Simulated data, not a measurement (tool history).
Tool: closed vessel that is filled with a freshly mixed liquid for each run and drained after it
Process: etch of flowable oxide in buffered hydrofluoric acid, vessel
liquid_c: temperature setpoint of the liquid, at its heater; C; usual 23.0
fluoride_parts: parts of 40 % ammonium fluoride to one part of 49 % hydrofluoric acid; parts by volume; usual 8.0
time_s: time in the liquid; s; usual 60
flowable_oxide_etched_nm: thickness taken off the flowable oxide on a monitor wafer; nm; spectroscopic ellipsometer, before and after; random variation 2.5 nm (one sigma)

run,hour,liquid_c,fluoride_parts,time_s,"read-back film thickness of the flowable oxide reference wafer, read on the same gauge (nm)",flowable_oxide_etched_nm
1,0.0,23.0,8.0,60,110.06,338.44
2,12.5,23.0,8.0,45,109.99,250.32
3,33.3,23.0,8.0,60,110.04,338.35
4,69.1,23.0,8.0,60,110.04,342.78
5,102.6,23.0,8.0,50,109.96,285.75
6,128.8,23.0,8.0,50,109.95,286.11
7,159.7,23.0,8.0,60,109.98,344.91
8,180.7,23.0,8.0,60,110.00,350.33
9,202.6,23.0,8.0,60,110.02,348.78
10,218.6,23.0,8.0,60,110.05,347.15
11,241.5,23.0,8.0,60,109.98,352.35
# hour 256.9: thermometer replaced
12,265.9,21.0,10.5,60,109.99,237.25
# hour 280.9: hydrofluoric acid flow meter replaced
13,301.9,21.0,10.5,60,109.98,215.71
14,322.0,21.0,10.5,60,109.97,213.67
15,352.3,23.0,8.0,60,109.95,308.08
16,373.1,23.0,8.0,40,110.01,209.75
17,392.8,23.0,11.0,45,110.04,173.30
18,405.7,18.5,8.0,30,109.97,121.77
19,437.6,25.5,5.5,30,109.99,253.01
20,457.5,24.5,5.0,45,109.97,388.42
21,481.4,27.0,5.0,85,110.04,848.33
22,500.3,27.0,6.5,45,109.99,358.66
# hour 516.7: gauge calibrated
23,522.6,23.0,7.0,40,110.07,241.49
24,550.7,23.0,8.0,60,110.00,313.14
25,577.5,26.0,6.0,40,110.00,322.93
26,611.0,23.0,8.0,60,109.97,312.52
27,635.6,20.5,8.0,80,110.03,373.00
28,661.0,23.0,8.0,60,110.02,318.04
29,685.7,23.0,9.0,30,110.01,141.22
30,734.3,23.0,8.0,60,110.00,319.85
31,777.7,23.0,8.0,60,110.02,322.97
32,798.0,19.5,8.0,90,109.96,397.00
33,812.8,19.0,6.5,80,109.99,425.45

4 ways to go on from here, each from the tool as it stands after run 33. What would each give?
A,813.5,23.0,8.0,60,?,?
B,813.5,19.0,10.5,95,?,?
C,813.5,21.5,8.0,40,?,?
D,813.5,27.5,8.0,85,?,?

run,"read-back film thickness of the flowable oxide reference wafer, read on the same gauge (nm)",flowable_oxide_etched_nm
A,110.01,322.29
B,110.01,317.64
C,110.01,197.81
D,110.01,582.21
Without the tool's hidden state the same runs would have given:
run,flowable_oxide_etched_nm
A,302.25
B,300.89
C,185.51
D,546.03
